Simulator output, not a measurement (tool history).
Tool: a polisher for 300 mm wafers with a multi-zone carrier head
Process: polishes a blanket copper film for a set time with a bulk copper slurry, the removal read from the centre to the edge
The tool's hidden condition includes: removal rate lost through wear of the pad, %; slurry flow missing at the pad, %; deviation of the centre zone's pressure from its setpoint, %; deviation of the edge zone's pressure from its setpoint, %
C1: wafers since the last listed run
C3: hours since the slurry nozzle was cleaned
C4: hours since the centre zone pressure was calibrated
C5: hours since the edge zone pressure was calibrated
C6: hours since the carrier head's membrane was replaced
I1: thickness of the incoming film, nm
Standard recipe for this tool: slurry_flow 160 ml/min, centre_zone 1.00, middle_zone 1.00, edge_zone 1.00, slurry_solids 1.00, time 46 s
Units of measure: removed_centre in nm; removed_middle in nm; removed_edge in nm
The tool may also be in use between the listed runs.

Run 1, day 0.000: usual settings but centre_zone 0.97; C1 0; wafers polished on this pad 1040; C3 270.3; C4 1232.9; C5 234.8; C6 671.8; I1 2971.1. Result: removed_centre 657.2 nm, removed_middle 679.1 nm, removed_edge 716.6 nm.
Run 2, day 1.642: usual settings but middle_zone 1.05; C1 598; wafers polished on this pad 1639; C3 309.7; C4 1272.3; C5 274.2; C6 711.2; I1 2926.5. Result: removed_centre 697.1 nm, removed_middle 697.4 nm, removed_edge 706.4 nm.
Run 3, day 4.512: usual settings but middle_zone 1.05; C1 1046; wafers polished on this pad 2685; C3 378.6; C4 1341.2; C5 343.1; C6 780.1; I1 2906.5. Result: removed_centre 675.5 nm, removed_middle 686.9 nm, removed_edge 704.8 nm.
At day 5.358: carrier head's membrane replaced by a new one.
At day 6.150: slurry nozzle cleaned.
At day 6.962: edge zone pressure recalibrated.
Run 4, day 8.079: usual settings but slurry_flow 110 ml/min, edge_zone 1.09; C1 1178; wafers polished on this pad 3864; C3 46.3; C4 1426.8; C5 26.8; C6 65.3; I1 2907.4. Result: removed_centre 694.7 nm, removed_middle 669.4 nm, removed_edge 732.2 nm.
At day 8.629: centre zone pressure recalibrated.
Run 5, day 10.154: usual settings but middle_zone 1.05, time 51 s; C1 726; wafers polished on this pad 4590; C3 96.1; C4 36.6; C5 76.6; C6 115.1; I1 2891.0. Result: removed_centre 796.8 nm, removed_middle 800.3 nm, removed_edge 820.7 nm.
Run 6, day 11.812: usual settings but slurry_solids 1.10; C1 604; wafers polished on this pad 5195; C3 135.9; C4 76.4; C5 116.4; C6 154.9; I1 2935.2. Result: removed_centre 719.3 nm, removed_middle 720.9 nm, removed_edge 750.6 nm.
At day 13.292: worn pad replaced by a new one.
Run 7, day 14.600: usual settings; C1 955; wafers polished on this pad 476; C3 202.8; C4 143.3; C5 183.3; C6 221.8; I1 2952.1. Result: removed_centre 697.8 nm, removed_middle 695.6 nm, removed_edge 720.7 nm.
Run 8, day 15.942: usual settings but centre_zone 1.03, slurry_solids 1.25; C1 489; wafers polished on this pad 965; C3 235.0; C4 175.5; C5 215.5; C6 254.0; I1 2924.4. Result: removed_centre 765.9 nm, removed_middle 722.4 nm, removed_edge 748.6 nm.
Run 9, day 17.300: usual settings but time 52 s; C1 495; wafers polished on this pad 1460; C3 267.6; C4 208.1; C5 248.1; C6 286.6; I1 2953.7. Result: removed_centre 760.6 nm, removed_middle 775.4 nm, removed_edge 819.5 nm.
Run 10, day 19.625: usual settings but slurry_solids 0.75; C1 847; wafers polished on this pad 2308; C3 323.4; C4 263.9; C5 303.9; C6 342.4; I1 2940.5. Result: removed_centre 671.0 nm, removed_middle 645.8 nm, removed_edge 669.9 nm.
Run 11, day 21.283: usual settings but edge_zone 1.12; C1 604; wafers polished on this pad 2913; C3 363.2; C4 303.7; C5 343.7; C6 382.2; I1 2973.2. Result: removed_centre 686.4 nm, removed_middle 663.0 nm, removed_edge 744.4 nm.
At day 24.279: slurry nozzle cleaned.
At day 25.575: edge zone pressure recalibrated.
Run 12, day 28.542: usual settings but centre_zone 0.95, edge_zone 0.93, slurry_solids 1.20; C1 2600; wafers polished on this pad 5513; C3 102.3; C4 477.9; C5 71.2; C6 556.4; I1 2902.1. Result: removed_centre 719.0 nm, removed_middle 726.0 nm, removed_edge 730.6 nm.
At day 29.979: worn pad replaced by a new one.
Run 13, day 30.733: usual settings; C1 738; wafers polished on this pad 274; C3 154.9; C4 530.5; C5 123.8; C6 609.0; I1 2916.0. Result: removed_centre 725.7 nm, removed_middle 698.9 nm, removed_edge 722.6 nm.
Run 14, day 32.154: usual settings but middle_zone 0.94; C1 518; wafers polished on this pad 792; C3 189.0; C4 564.6; C5 157.9; C6 643.1; I1 2963.2. Result: removed_centre 702.8 nm, removed_middle 666.2 nm, removed_edge 724.0 nm.
Run 15, day 34.412: usual settings but centre_zone 0.94, edge_zone 1.06, slurry_solids 0.80; C1 823; wafers polished on this pad 1616; C3 243.2; C4 618.8; C5 212.1; C6 697.3; I1 2933.4. Result: removed_centre 627.0 nm, removed_middle 653.6 nm, removed_edge 711.3 nm.
Run 16, day 35.683: usual settings; C1 463; wafers polished on this pad 2079; C3 273.7; C4 649.3; C5 242.6; C6 727.8; I1 2981.8. Result: removed_centre 678.9 nm, removed_middle 683.7 nm, removed_edge 716.0 nm.
At day 37.312: carrier head's membrane replaced by a new one.
Run 17, day 37.783: usual settings but slurry_flow 195 ml/min, middle_zone 1.06, slurry_solids 1.25, time 31 s; C1 689; wafers polished on this pad 2769; C3 324.1; C4 699.7; C5 293.0; C6 11.3; I1 2919.9. Result: removed_centre 504.9 nm, removed_middle 513.8 nm, removed_edge 509.6 nm.
Run 18, day 39.054: usual settings but slurry_flow 180 ml/min, centre_zone 1.04; C1 463; wafers polished on this pad 3232; C3 354.6; C4 730.2; C5 323.5; C6 41.8; I1 3007.2. Result: removed_centre 718.7 nm, removed_middle 675.1 nm, removed_edge 710.0 nm.
Run 19, day 41.654: usual settings but edge_zone 0.92, slurry_solids 1.15; C1 947; wafers polished on this pad 4180; C3 417.0; C4 792.6; C5 385.9; C6 104.2; I1 2958.1. Result: removed_centre 697.2 nm, removed_middle 674.6 nm, removed_edge 688.8 nm.
At day 42.062: edge zone pressure recalibrated.
At day 43.250: slurry nozzle cleaned.
Run 20, day 43.867: usual settings but centre_zone 0.94, middle_zone 0.89; C1 761; wafers polished on this pad 4941; C3 14.8; C4 845.7; C5 43.3; C6 157.3; I1 2927.7. Result: removed_centre 682.9 nm, removed_middle 653.8 nm, removed_edge 733.0 nm.
Run 21, day 45.429: usual settings but centre_zone 0.92, middle_zone 1.04; C1 569; wafers polished on this pad 5511; C3 52.3; C4 883.2; C5 80.8; C6 194.8; I1 2994.0. Result: removed_centre 668.5 nm, removed_middle 719.5 nm, removed_edge 731.2 nm.
At day 46.788: worn pad replaced by a new one.
Run 22, day 47.833: usual settings; C1 815; wafers polished on this pad 381; C3 110.0; C4 940.9; C5 138.5; C6 252.5; I1 2913.6. Result: removed_centre 726.6 nm, removed_middle 695.7 nm, removed_edge 727.1 nm.

Hidden state or all else? Some run-to-run changes of removed_centre, split into what the settings, what came in and random variation would give without the hidden state, and what is left for the hidden state (with any gauge scatter that isn't in both results):
Run 3 -> 4: slurry_flow 160 -> 110, middle_zone 1.05 -> 1.00, edge_zone 1.00 -> 1.09, carrier head's membrane replaced by a new one, slurry nozzle cleaned, edge zone pressure recalibrated. removed_centre +19.2 nm: hidden state +50.2, all else -31.0.
Run 16 -> 17: slurry_flow 160 -> 195, middle_zone 1.00 -> 1.06, slurry_solids 1.00 -> 1.25, time 46 -> 31, carrier head's membrane replaced by a new one. removed_centre -174.0 nm: hidden state +6.9, all else -180.9.
Run 17 -> 18: slurry_flow 195 -> 180, centre_zone 1.00 -> 1.04, middle_zone 1.06 -> 1.00, slurry_solids 1.25 -> 1.00, time 31 -> 46. removed_centre +213.8 nm: hidden state -17.7, all else +231.5.
Run 19 -> 20: centre_zone 1.00 -> 0.94, middle_zone 1.00 -> 0.89, edge_zone 0.92 -> 1.00, slurry_solids 1.15 -> 1.00, edge zone pressure recalibrated, slurry nozzle cleaned. removed_centre -14.3 nm: hidden state +52.3, all else -66.6.
